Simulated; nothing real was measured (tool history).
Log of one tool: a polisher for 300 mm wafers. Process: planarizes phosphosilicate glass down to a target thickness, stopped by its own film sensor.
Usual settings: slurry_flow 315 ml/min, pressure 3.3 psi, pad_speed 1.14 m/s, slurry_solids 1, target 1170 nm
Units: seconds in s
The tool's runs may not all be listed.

run	day	slurry_flow	pressure	pad_speed	slurry_solids	target	incoming thickness of the incoming film, nm	seconds
1	0	315	3.9	1.14	0.9	1170	2229.7	105.5
# day 0.988: slurry nozzle cleaned
2	1.133	315	3.3	1.14	1	1170	2226.1	118.2
# day 2.358: worn pad replaced by a new one
3	3.758	315	3.3	1.14	1	1170	2194.7	98.2
4	5.692	315	3.3	1.14	1	1170	2203.2	104.7
5	7.133	315	3.3	1.14	1	1170	2195.6	101.6
6	9.892	315	3.3	1.14	1	1170	2164.2	106.2
7	11.2	315	3.3	1.14	1	1170	2242.6	115.5
# day 11.971: slurry blender recalibrated
# day 12.3: conditioning disc replaced and pad reconditioned
# day 12.333: worn pad replaced by a new one
8	12.871	315	3.3	1.14	1	1170	2190.5	94.2
# day 15.496: head pressure recalibrated
# day 16.4: slurry nozzle cleaned
9	20.292	315	3.3	1.14	1	1170	2195.1	114
10	21.95	315	3.3	1.42	1	1170	2205.9	98.4
# day 24.254: worn pad replaced by a new one
11	24.554	315	3.3	1.42	1	1170	2167.4	81.9
# day 25.896: slurry blender recalibrated
12	25.917	315	3.3	1.14	1	1170	2180.5	98
13	28.65	315	2.1	1.14	1	1170	2234.2	146.6
14	30.808	350	4.5	1.4	1.15	1170	2189	67
# day 32.367: conditioning disc replaced and pad reconditioned
15	33.162	315	3.3	1.14	1	1170	2207.5	112.2
# day 34.046: slurry nozzle cleaned
16	34.475	315	2.7	1.14	1	1170	2232	134.8

Run 17 comes next. What will it give?
# day 36.392: worn pad replaced by a new one
17	37.338	315	3.3	1.14	1	1170	2185.4	?

Run 17 gave seconds 97.1 s.
Without the tool's hidden state the same run would have given seconds 101.1 s.

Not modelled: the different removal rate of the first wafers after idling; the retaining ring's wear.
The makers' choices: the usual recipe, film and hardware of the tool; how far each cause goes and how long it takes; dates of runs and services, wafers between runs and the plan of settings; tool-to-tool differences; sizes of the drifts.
